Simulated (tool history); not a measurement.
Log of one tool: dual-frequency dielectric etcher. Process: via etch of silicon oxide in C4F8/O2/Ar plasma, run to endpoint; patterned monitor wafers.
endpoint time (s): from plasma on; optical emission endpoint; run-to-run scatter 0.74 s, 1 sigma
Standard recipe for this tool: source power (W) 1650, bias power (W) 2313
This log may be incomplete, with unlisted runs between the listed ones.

run	hour	source power (W)	bias power (W)	incoming incoming film thickness, nm	endpoint time (s)
1	0	1650	2132	1130.5	254
2	13.5	1650	2132	1138.2	255.7
3	19.8	1650	2464	1143.9	249
4	28.4	1650	2464	1135.7	246
5	42	1650	2313	1138.9	251.4
6	59.5	1650	2313	1137	252
7	70.7	1650	2313	1130.1	249.4
8	87.8	1650	2313	1128.9	249.6
9	98	1650	2313	1133.1	251
10	138.1	1650	2313	1130.7	250.7
# hour 164: wet clean of the chamber
# hour 182.2: upper electrode replaced
11	182.7	1650	2313	1139.1	247.7
12	183.1	1650	2313	1146	248.7
13	183.5	1650	1980	1140.8	257.5
14	192.8	1950	2130	1132.4	235
15	204.3	1650	2802	1141.1	234.4
# hour 221.2: bias power generator calibrated
16	221.7	1430	2018	1147.2	275.1
17	238.4	1450	2313	1159.6	265.2
18	246.7	1440	2793	1129.6	245.9
19	259.1	1650	2313	1136.4	247.8
20	271.6	2030	2047	1145.5	237.3
# hour 276.8: source power generator calibrated
21	282.3	1860	1959	1142.8	247.1
22	293.8	2050	1877	1132.6	239.6
23	303.2	1650	2509	1135.5	242.5
24	317.8	1430	2018	1128.3	271.1
25	326.7	1650	2313	1133.3	248.4
26	339.8	1650	2313	1140.6	250.6
27	351.2	1520	2313	1137.3	257.4

Each row is a separate what-if for the run after 27, all from the same tool condition, not one after another. Results?
A	351.7	1650	2313	1130.8	?
B	351.7	1550	2557	1130.8	?
C	351.7	1340	2839	1130.8	?
D	351.7	1650	2699	1130.8	?
E	351.7	2050	2313	1130.8	?

run	endpoint time (s)
A	248.1
B	247.4
C	254.4
D	237.7
E	227.4
With the hidden condition removed and each run's random variation left untouched, the same runs would have given:
run	endpoint time (s)
A	245.4
B	244.7
C	251.7
D	235.1
E	224.9
